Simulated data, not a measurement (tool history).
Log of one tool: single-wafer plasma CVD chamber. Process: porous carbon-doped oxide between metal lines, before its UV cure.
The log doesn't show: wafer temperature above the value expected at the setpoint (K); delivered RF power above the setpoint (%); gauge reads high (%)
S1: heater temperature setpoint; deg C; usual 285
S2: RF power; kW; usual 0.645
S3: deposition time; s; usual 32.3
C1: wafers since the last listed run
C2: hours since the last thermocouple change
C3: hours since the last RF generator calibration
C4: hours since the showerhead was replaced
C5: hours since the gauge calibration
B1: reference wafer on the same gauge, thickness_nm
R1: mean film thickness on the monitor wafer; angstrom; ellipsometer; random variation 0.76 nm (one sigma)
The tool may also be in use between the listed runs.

run,hour,S1,S2,S3,C1,C2,C3,C4,C5,B1,R1
1,0.0,285,0.645,28.1,0,911.9,2239.1,3968.7,39.5,220.587,1848.24
2,32.1,289,0.645,32.3,1071,944.0,2271.2,4000.8,71.6,221.188,2066.00
3,57.8,289,0.645,32.3,857,969.7,2296.9,4026.5,97.3,220.811,2053.44
4,89.6,289,0.645,32.3,1061,1001.5,2328.7,4058.3,129.1,221.009,2062.79
5,110.3,285,0.645,32.3,690,1022.2,2349.4,4079.0,149.8,221.015,2105.93
6,127.6,285,0.645,32.3,577,1039.5,2366.7,4096.3,167.1,220.596,2099.68
7,147.9,285,0.645,32.3,677,1059.8,2387.0,4116.6,187.4,220.847,2112.06
8,160.7,296,0.645,32.3,427,1072.6,2399.8,4129.4,200.2,221.105,1975.32
9,188.6,296,0.645,32.3,930,1100.5,2427.7,4157.3,228.1,220.953,1976.55
10,207.8,296,0.645,32.3,640,1119.7,2446.9,4176.5,247.3,221.009,1970.61
11,239.3,285,0.645,32.3,1051,1151.2,2478.4,4208.0,278.8,220.774,2097.51
12,271.3,285,0.645,32.3,1067,1183.2,2510.4,4240.0,310.8,220.964,2096.47
# hour 281.7: gauge calibrated
13,295.3,285,0.710,36.5,800,1207.2,2534.4,4264.0,13.6,221.281,2441.86
14,312.5,285,0.710,36.5,573,1224.4,2551.6,4281.2,30.8,220.914,2431.73
15,337.9,285,0.645,32.3,847,1249.8,2577.0,4306.6,56.2,220.794,2089.50
# hour 378.9: showerhead replaced
16,379.4,272,0.725,37.6,1117,1291.3,2618.5,0.5,97.7,220.714,2701.82
17,404.9,285,0.645,32.3,850,1316.8,2644.0,26.0,123.2,221.035,2086.23
# hour 418.6: RF generator calibrated
18,421.0,291,0.765,32.3,270,1332.9,2.4,42.1,139.3,220.994,2149.49
19,449.1,285,0.645,29.0,937,1361.0,30.5,70.2,167.4,221.301,1866.03
20,483.9,297,0.645,36.0,1161,1395.8,65.3,105.0,202.2,220.764,2175.05
# hour 516.8: thermocouple changed; heater temperature recalibrated
21,517.3,280,0.645,32.3,847,0.5,98.7,138.4,235.6,221.188,2212.87
22,541.5,285,0.535,29.0,807,24.7,122.9,162.6,259.8,220.978,1812.60
23,556.1,289,0.645,32.3,487,39.3,137.5,177.2,274.4,220.824,2104.55
24,588.6,285,0.645,32.3,1084,71.8,170.0,209.7,306.9,221.096,2140.69
25,601.2,285,0.645,32.3,420,84.4,182.6,222.3,319.5,220.886,2133.37
26,616.8,285,0.565,32.3,520,100.0,198.2,237.9,335.1,220.988,2038.82
27,647.5,285,0.535,26.0,1024,130.7,228.9,268.6,365.8,220.982,1628.52
28,660.3,278,0.760,37.0,427,143.5,241.7,281.4,378.6,221.013,2739.77
# hour 673.5: gauge calibrated
29,689.3,285,0.765,28.2,967,172.5,270.7,310.4,15.8,221.281,2026.05

Forecast each of these 3 alternatives for the next run:
A,689.7,285,0.645,32.3,13,172.9,271.1,310.8,16.2,?,?
B,689.7,285,0.735,29.2,13,172.9,271.1,310.8,16.2,?,?
C,689.7,294,0.645,32.3,13,172.9,271.1,310.8,16.2,?,?

run,B1,R1
A,221.160,2150.59
B,221.160,2048.34
C,221.160,2044.35
Without the tool's hidden state the same runs would have given:
run,R1
A,2159.66
B,2056.97
C,2052.52
